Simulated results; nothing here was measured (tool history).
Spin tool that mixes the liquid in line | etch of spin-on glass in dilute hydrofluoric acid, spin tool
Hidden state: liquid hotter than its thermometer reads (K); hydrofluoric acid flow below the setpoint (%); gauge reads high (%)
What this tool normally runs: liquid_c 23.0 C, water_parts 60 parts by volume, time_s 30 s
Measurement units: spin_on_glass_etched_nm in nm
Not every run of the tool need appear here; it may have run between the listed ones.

| run | hour | liquid_c | water_parts | time_s | wafers since the last listed run | hours since the thermometer was replaced | hours since the hydrofluoric acid flow meter was replaced | hours since the gauge calibration | read-back film thickness of the spin-on glass reference wafer, read on the same gauge (nm) | spin_on_glass_etched_nm |
|---|---|---|---|---|---|---|---|---|---|---|
| 1 | 0.0 | 23.0 | 60 | 25 | 0 | 903.5 | 1262.7 | 376.0 | 119.99 | 24.86 |
| 2 | 71.9 | 23.0 | 60 | 30 | 1453 | 975.4 | 1334.6 | 447.9 | 120.06 | 30.41 |
| 3 | 163.4 | 23.0 | 60 | 30 | 1849 | 1066.9 | 1426.1 | 539.4 | 119.99 | 30.12 |
| 4 | 242.6 | 20.0 | 60 | 30 | 1600 | 1146.1 | 1505.3 | 618.6 | 119.96 | 26.67 |
| 5 | 314.4 | 23.0 | 60 | 30 | 1451 | 1217.9 | 1577.1 | 690.4 | 119.98 | 29.68 |
| 6 | 413.9 | 23.0 | 60 | 30 | 2010 | 1317.4 | 1676.6 | 789.9 | 119.97 | 29.80 |
| 7 | 482.0 | 21.0 | 60 | 30 | 1376 | 1385.5 | 1744.7 | 858.0 | 119.99 | 27.98 |
| 8 | 535.3 | 21.0 | 60 | 30 | 1077 | 1438.8 | 1798.0 | 911.3 | 120.00 | 27.88 |
|  | 590.1 | hydrofluoric acid flow meter replaced |
| 9 | 608.7 | 23.0 | 60 | 30 | 1463 | 1512.2 | 18.6 | 984.7 | 120.03 | 30.14 |
| 10 | 664.3 | 23.0 | 40 | 45 | 1123 | 1567.8 | 74.2 | 1040.3 | 119.97 | 69.54 |
| 11 | 721.0 | 23.0 | 60 | 30 | 1145 | 1624.5 | 130.9 | 1097.0 | 119.95 | 30.54 |
|  | 758.8 | gauge calibrated |
| 12 | 761.7 | 26.5 | 45 | 15 | 822 | 1665.2 | 171.6 | 2.9 | 120.00 | 23.64 |
|  | 834.3 | thermometer replaced |
| 13 | 855.5 | 19.5 | 60 | 30 | 1875 | 21.2 | 265.4 | 96.7 | 119.98 | 25.77 |
| 14 | 941.9 | 27.0 | 85 | 30 | 1746 | 107.6 | 351.8 | 183.1 | 119.99 | 24.21 |
| 15 | 1028.2 | 23.0 | 60 | 30 | 1744 | 193.9 | 438.1 | 269.4 | 119.99 | 30.25 |
| 16 | 1089.5 | 26.5 | 60 | 35 | 1238 | 255.2 | 499.4 | 330.7 | 119.97 | 41.07 |
| 17 | 1171.1 | 21.5 | 35 | 15 | 1649 | 336.8 | 581.0 | 412.3 | 119.99 | 25.10 |
| 18 | 1246.4 | 25.0 | 40 | 15 | 1521 | 412.1 | 656.3 | 487.6 | 119.99 | 24.81 |
| 19 | 1285.2 | 21.0 | 60 | 50 | 784 | 450.9 | 695.1 | 526.4 | 119.99 | 47.28 |

Forecast each of these 5 alternatives for the next run:
| A | 1285.6 | 23.0 | 60 | 30 | 8 | 451.3 | 695.5 | 526.8 | ? | ? |
| B | 1285.6 | 23.0 | 85 | 30 | 8 | 451.3 | 695.5 | 526.8 | ? | ? |
| C | 1285.6 | 26.5 | 80 | 20 | 8 | 451.3 | 695.5 | 526.8 | ? | ? |
| D | 1285.6 | 21.5 | 60 | 30 | 8 | 451.3 | 695.5 | 526.8 | ? | ? |
| E | 1285.6 | 26.0 | 60 | 40 | 8 | 451.3 | 695.5 | 526.8 | ? | ? |

| run | read-back film thickness of the spin-on glass reference wafer, read on the same gauge (nm) | spin_on_glass_etched_nm |
|---|---|---|
| A | 120.01 | 30.51 |
| B | 120.01 | 20.87 |
| C | 120.01 | 17.11 |
| D | 120.01 | 28.67 |
| E | 120.01 | 45.96 |
What these runs would have given with no unlogged condition in the tool:
| run | spin_on_glass_etched_nm |
|---|---|
| A | 30.51 |
| B | 20.87 |
| C | 17.11 |
| D | 28.67 |
| E | 45.96 |

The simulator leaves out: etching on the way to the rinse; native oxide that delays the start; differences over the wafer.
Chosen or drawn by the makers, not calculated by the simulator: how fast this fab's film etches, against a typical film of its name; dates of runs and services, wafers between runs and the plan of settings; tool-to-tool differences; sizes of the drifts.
